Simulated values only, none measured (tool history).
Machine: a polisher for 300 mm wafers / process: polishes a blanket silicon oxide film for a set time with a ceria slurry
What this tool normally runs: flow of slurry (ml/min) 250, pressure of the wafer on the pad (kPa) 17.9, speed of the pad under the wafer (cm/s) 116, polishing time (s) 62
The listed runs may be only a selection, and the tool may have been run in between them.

run	hour	flow of slurry (ml/min)	pressure of the wafer on the pad (kPa)	speed of the pad under the wafer (cm/s)	polishing time (s)	incoming thickness of the incoming film, nm	film removed (angstrom)
1	0	250	17.9	116	62	1764.4	2629
2	10	250	17.9	116	62	1754.9	2587
# hour 22.7: worn pad replaced by a new one
3	23.2	250	17.9	116	62	1775.4	2622
4	29.6	250	17.9	88	62	1760.7	2043
5	37.7	250	17.9	116	62	1754.5	2600
6	45.8	250	17.9	116	62	1771.8	2595
7	61.2	250	17.9	116	62	1730.2	2589
8	76.9	250	17.9	116	73	1754	3055
9	84	250	17.9	116	73	1763	3031
10	99.5	250	17.9	116	73	1742.7	3041
11	115.5	230	17.9	116	62	1759.6	2553
# hour 122.6: worn pad replaced by a new one
12	141.5	230	17.9	116	62	1743.1	2559
13	150.8	250	17.9	116	62	1766	2616
14	156.8	250	17.9	116	62	1747.4	2576
15	167.6	250	17.9	116	62	1777.8	2548
16	185	250	17.9	116	62	1770.4	2590
17	197.7	250	17.9	116	62	1754	2615
18	204.8	250	17.9	86	62	1745.1	1966
19	214.5	250	13.1	150	62	1753.3	2383
# hour 220.3: worn pad replaced by a new one
20	224.5	250	17.9	116	62	1755.8	2596
# hour 239.1: head pressure recalibrated
21	239.6	275	17.9	116	62	1775.6	2445
# hour 241: slurry nozzle cleaned
22	249.4	325	22.1	116	81	1755.5	3980
23	256.7	250	17.9	116	62	1765	2341
# hour 298: head pressure recalibrated, repeated, since the last time left the tool worse
24	298.5	250	13.1	116	62	1767.8	2025
# hour 303.8: worn pad replaced by a new one
25	304.2	305	17.9	116	62	1762.1	2798
26	313.5	250	17.9	116	62	1785.4	2747
27	324.4	250	17.9	116	62	1768.7	2700
28	330.6	250	17.9	128	62	1785.1	2994
29	347.1	250	22.1	116	74	1726.3	3973
30	357.6	340	15.9	116	62	1758.7	2447
31	368.5	250	20	116	62	1777	2987
# hour 379: worn pad replaced by a new one
32	381.8	315	17.9	116	49	1767.1	2136
33	392.5	250	17.9	116	62	1789.9	2671
34	408.6	250	17.9	116	62	1747.9	2595

A few steps of film removed (angstrom) between consecutive runs. Split each: what settings, incoming material and random variation would produce without the hidden state, and what is left over for the hidden state, along with gauge scatter present in only one of the two compared results (measured, and without hidden state):
Hidden state present: removal rate lost through wear of the pad, %; slurry flow missing at the pad, %; deviation of the head's pressure from its setpoint, %.
Run 21 -> 22: flow of slurry (ml/min) 275 -> 325, pressure of the wafer on the pad (kPa) 17.9 -> 22.1, polishing time (s) 62 -> 81, slurry nozzle cleaned. film removed (angstrom) +1535: hidden state -262, all else +1797.
Run 22 -> 23: flow of slurry (ml/min) 325 -> 250, pressure of the wafer on the pad (kPa) 22.1 -> 17.9, polishing time (s) 81 -> 62. film removed (angstrom) -1639: hidden state +257, all else -1896.
Run 23 -> 24: pressure of the wafer on the pad (kPa) 17.9 -> 13.1, head pressure recalibrated, repeated, since the last time left the tool worse. film removed (angstrom) -316: hidden state +378, all else -694.
Run 29 -> 30: flow of slurry (ml/min) 250 -> 340, pressure of the wafer on the pad (kPa) 22.1 -> 15.9, polishing time (s) 74 -> 62. film removed (angstrom) -1526: hidden state +28, all else -1554.
